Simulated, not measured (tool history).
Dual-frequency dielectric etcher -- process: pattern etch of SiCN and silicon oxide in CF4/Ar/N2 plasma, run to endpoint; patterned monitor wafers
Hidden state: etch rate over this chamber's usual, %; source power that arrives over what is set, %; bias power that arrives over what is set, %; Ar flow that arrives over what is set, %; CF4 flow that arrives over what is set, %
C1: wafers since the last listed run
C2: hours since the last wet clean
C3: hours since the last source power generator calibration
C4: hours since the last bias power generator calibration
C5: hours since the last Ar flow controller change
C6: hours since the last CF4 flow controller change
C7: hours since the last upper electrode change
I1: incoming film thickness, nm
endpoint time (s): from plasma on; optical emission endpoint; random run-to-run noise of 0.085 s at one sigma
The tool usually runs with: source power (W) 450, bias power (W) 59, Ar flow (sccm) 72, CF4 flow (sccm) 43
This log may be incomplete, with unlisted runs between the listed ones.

{"run": 1, "hour": 0.0, "source power (W)": 500, "bias power (W)": 59, "Ar flow (sccm)": 78, "CF4 flow (sccm)": 43, "C1": 0, "C2": 130.5, "C3": 3580.7, "C4": 2069.6, "C5": 1897.2, "C6": 1324.1, "C7": 2133.8, "I1": 13.06, "endpoint time (s)": 16.6}
{"run": 2, "hour": 73.7, "source power (W)": 500, "bias power (W)": 59, "Ar flow (sccm)": 78, "CF4 flow (sccm)": 43, "C1": 1573, "C2": 204.2, "C3": 3654.4, "C4": 2143.3, "C5": 1970.9, "C6": 1397.8, "C7": 2207.5, "I1": 13.22, "endpoint time (s)": 17.0}
{"run": 3, "hour": 130.1, "source power (W)": 500, "bias power (W)": 59, "Ar flow (sccm)": 78, "CF4 flow (sccm)": 43, "C1": 1203, "C2": 260.6, "C3": 3710.8, "C4": 2199.7, "C5": 2027.3, "C6": 1454.2, "C7": 2263.9, "I1": 13.05, "endpoint time (s)": 16.8}
{"run": 4, "hour": 234.0, "source power (W)": 450, "bias power (W)": 59, "Ar flow (sccm)": 72, "CF4 flow (sccm)": 43, "C1": 2217, "C2": 364.5, "C3": 3814.7, "C4": 2303.6, "C5": 2131.2, "C6": 1558.1, "C7": 2367.8, "I1": 13.14, "endpoint time (s)": 17.5}
{"hour": 283.4, "done": "bias power generator calibrated"}
{"run": 5, "hour": 305.7, "source power (W)": 450, "bias power (W)": 59, "Ar flow (sccm)": 82, "CF4 flow (sccm)": 43, "C1": 1444, "C2": 436.2, "C3": 3886.4, "C4": 22.3, "C5": 2202.9, "C6": 1629.8, "C7": 2439.5, "I1": 13.16, "endpoint time (s)": 17.8}
{"hour": 339.8, "done": "upper electrode replaced"}
{"run": 6, "hour": 402.9, "source power (W)": 550, "bias power (W)": 53, "Ar flow (sccm)": 72, "CF4 flow (sccm)": 33, "C1": 1562, "C2": 533.4, "C3": 3983.6, "C4": 119.5, "C5": 2300.1, "C6": 1727.0, "C7": 63.1, "I1": 13.02, "endpoint time (s)": 17.0}
{"hour": 460.3, "done": "wet clean of the chamber"}
{"run": 7, "hour": 460.8, "source power (W)": 480, "bias power (W)": 59, "Ar flow (sccm)": 64, "CF4 flow (sccm)": 43, "C1": 723, "C2": 0.5, "C3": 4041.5, "C4": 177.4, "C5": 2358.0, "C6": 1784.9, "C7": 121.0, "I1": 13.04, "endpoint time (s)": 16.1}
{"run": 8, "hour": 515.3, "source power (W)": 530, "bias power (W)": 73, "Ar flow (sccm)": 81, "CF4 flow (sccm)": 35, "C1": 1163, "C2": 55.0, "C3": 4096.0, "C4": 231.9, "C5": 2412.5, "C6": 1839.4, "C7": 175.5, "I1": 13.11, "endpoint time (s)": 15.8}
{"hour": 612.1, "done": "CF4 flow controller replaced"}
{"run": 9, "hour": 617.0, "source power (W)": 450, "bias power (W)": 59, "Ar flow (sccm)": 72, "CF4 flow (sccm)": 43, "C1": 2042, "C2": 156.7, "C3": 4197.7, "C4": 333.6, "C5": 2514.2, "C6": 4.9, "C7": 277.2, "I1": 13.05, "endpoint time (s)": 17.2}
{"run": 10, "hour": 654.0, "source power (W)": 510, "bias power (W)": 68, "Ar flow (sccm)": 62, "CF4 flow (sccm)": 51, "C1": 789, "C2": 193.7, "C3": 4234.7, "C4": 370.6, "C5": 2551.2, "C6": 41.9, "C7": 314.2, "I1": 13.12, "endpoint time (s)": 14.4}
{"run": 11, "hour": 700.0, "source power (W)": 450, "bias power (W)": 59, "Ar flow (sccm)": 58, "CF4 flow (sccm)": 43, "C1": 981, "C2": 239.7, "C3": 4280.7, "C4": 416.6, "C5": 2597.2, "C6": 87.9, "C7": 360.2, "I1": 13.11, "endpoint time (s)": 16.5}
{"run": 12, "hour": 959.0, "source power (W)": 500, "bias power (W)": 54, "Ar flow (sccm)": 72, "CF4 flow (sccm)": 43, "C1": 5528, "C2": 498.7, "C3": 4539.7, "C4": 675.6, "C5": 2856.2, "C6": 346.9, "C7": 619.2, "I1": 13.13, "endpoint time (s)": 16.9}
{"hour": 991.9, "done": "source power generator calibrated"}
{"hour": 1054.0, "done": "wet clean of the chamber"}
{"run": 13, "hour": 1063.2, "source power (W)": 450, "bias power (W)": 54, "Ar flow (sccm)": 78, "CF4 flow (sccm)": 43, "C1": 1626, "C2": 9.2, "C3": 71.3, "C4": 779.8, "C5": 2960.4, "C6": 451.1, "C7": 723.4, "I1": 13.19, "endpoint time (s)": 18.2}
{"run": 14, "hour": 1136.6, "source power (W)": 510, "bias power (W)": 59, "Ar flow (sccm)": 58, "CF4 flow (sccm)": 43, "C1": 1566, "C2": 82.6, "C3": 144.7, "C4": 853.2, "C5": 3033.8, "C6": 524.5, "C7": 796.8, "I1": 13.07, "endpoint time (s)": 15.3}
{"run": 15, "hour": 1189.8, "source power (W)": 370, "bias power (W)": 59, "Ar flow (sccm)": 72, "CF4 flow (sccm)": 33, "C1": 1135, "C2": 135.8, "C3": 197.9, "C4": 906.4, "C5": 3087.0, "C6": 577.7, "C7": 850.0, "I1": 13.13, "endpoint time (s)": 20.4}
{"hour": 1212.4, "done": "Ar flow controller replaced"}
{"run": 16, "hour": 1257.4, "source power (W)": 450, "bias power (W)": 59, "Ar flow (sccm)": 72, "CF4 flow (sccm)": 53, "C1": 1314, "C2": 203.4, "C3": 265.5, "C4": 974.0, "C5": 45.0, "C6": 645.3, "C7": 917.6, "I1": 13.05, "endpoint time (s)": 16.4}
{"run": 17, "hour": 1363.1, "source power (W)": 450, "bias power (W)": 59, "Ar flow (sccm)": 82, "CF4 flow (sccm)": 43, "C1": 2256, "C2": 309.1, "C3": 371.2, "C4": 1079.7, "C5": 150.7, "C6": 751.0, "C7": 1023.3, "I1": 13.1, "endpoint time (s)": 17.9}
{"run": 18, "hour": 1424.6, "source power (W)": 500, "bias power (W)": 46, "Ar flow (sccm)": 87, "CF4 flow (sccm)": 43, "C1": 1312, "C2": 370.6, "C3": 432.7, "C4": 1141.2, "C5": 212.2, "C6": 812.5, "C7": 1084.8, "I1": 13.04, "endpoint time (s)": 18.3}
{"run": 19, "hour": 1478.1, "source power (W)": 490, "bias power (W)": 54, "Ar flow (sccm)": 82, "CF4 flow (sccm)": 47, "C1": 1141, "C2": 424.1, "C3": 486.2, "C4": 1194.7, "C5": 265.7, "C6": 866.0, "C7": 1138.3, "I1": 13.12, "endpoint time (s)": 17.3}
{"run": 20, "hour": 1549.8, "source power (W)": 450, "bias power (W)": 59, "Ar flow (sccm)": 72, "CF4 flow (sccm)": 43, "C1": 1530, "C2": 495.8, "C3": 557.9, "C4": 1266.4, "C5": 337.4, "C6": 937.7, "C7": 1210.0, "I1": 13.2, "endpoint time (s)": 17.5}
{"run": 21, "hour": 1609.9, "source power (W)": 500, "bias power (W)": 59, "Ar flow (sccm)": 72, "CF4 flow (sccm)": 49, "C1": 1282, "C2": 555.9, "C3": 618.0, "C4": 1326.5, "C5": 397.5, "C6": 997.8, "C7": 1270.1, "I1": 13.03, "endpoint time (s)": 15.9}
{"hour": 1689.8, "done": "wet clean of the chamber"}
{"run": 22, "hour": 1711.6, "source power (W)": 390, "bias power (W)": 59, "Ar flow (sccm)": 89, "CF4 flow (sccm)": 50, "C1": 1658, "C2": 21.8, "C3": 719.7, "C4": 1428.2, "C5": 499.2, "C6": 1099.5, "C7": 1371.8, "I1": 13.08, "endpoint time (s)": 19.1}
{"run": 23, "hour": 1752.7, "source power (W)": 450, "bias power (W)": 59, "Ar flow (sccm)": 72, "CF4 flow (sccm)": 34, "C1": 877, "C2": 62.9, "C3": 760.8, "C4": 1469.3, "C5": 540.3, "C6": 1140.6, "C7": 1412.9, "I1": 13.26, "endpoint time (s)": 18.6}
{"run": 24, "hour": 1821.3, "source power (W)": 500, "bias power (W)": 59, "Ar flow (sccm)": 78, "CF4 flow (sccm)": 43, "C1": 1464, "C2": 131.5, "C3": 829.4, "C4": 1537.9, "C5": 608.9, "C6": 1209.2, "C7": 1481.5, "I1": 13.09, "endpoint time (s)": 16.7}

Each row is a separate what-if for the run after 24, all from the same tool condition, not one after another. Results?
{"run": "A", "hour": 1821.7, "source power (W)": 450, "bias power (W)": 59, "Ar flow (sccm)": 89, "CF4 flow (sccm)": 43, "C1": 8, "C2": 131.9, "C3": 829.8, "C4": 1538.3, "C5": 609.3, "C6": 1209.6, "C7": 1481.9, "I1": 13.19, "endpoint time (s)": "?"}
{"run": "B", "hour": 1821.7, "source power (W)": 360, "bias power (W)": 52, "Ar flow (sccm)": 62, "CF4 flow (sccm)": 43, "C1": 8, "C2": 131.9, "C3": 829.8, "C4": 1538.3, "C5": 609.3, "C6": 1209.6, "C7": 1481.9, "I1": 13.19, "endpoint time (s)": "?"}
{"run": "C", "hour": 1821.7, "source power (W)": 450, "bias power (W)": 59, "Ar flow (sccm)": 72, "CF4 flow (sccm)": 46, "C1": 8, "C2": 131.9, "C3": 829.8, "C4": 1538.3, "C5": 609.3, "C6": 1209.6, "C7": 1481.9, "I1": 13.19, "endpoint time (s)": "?"}
{"run": "D", "hour": 1821.7, "source power (W)": 530, "bias power (W)": 59, "Ar flow (sccm)": 72, "CF4 flow (sccm)": 48, "C1": 8, "C2": 131.9, "C3": 829.8, "C4": 1538.3, "C5": 609.3, "C6": 1209.6, "C7": 1481.9, "I1": 13.19, "endpoint time (s)": "?"}

run=A endpoint_time_(s)=18.3
run=B endpoint_time_(s)=19.6
run=C endpoint_time_(s)=17.2
run=D endpoint_time_(s)=15.5
Without the tool's hidden state the same runs would have given:
run=A endpoint_time_(s)=18.0
run=B endpoint_time_(s)=19.3
run=C endpoint_time_(s)=16.9
run=D endpoint_time_(s)=15.3

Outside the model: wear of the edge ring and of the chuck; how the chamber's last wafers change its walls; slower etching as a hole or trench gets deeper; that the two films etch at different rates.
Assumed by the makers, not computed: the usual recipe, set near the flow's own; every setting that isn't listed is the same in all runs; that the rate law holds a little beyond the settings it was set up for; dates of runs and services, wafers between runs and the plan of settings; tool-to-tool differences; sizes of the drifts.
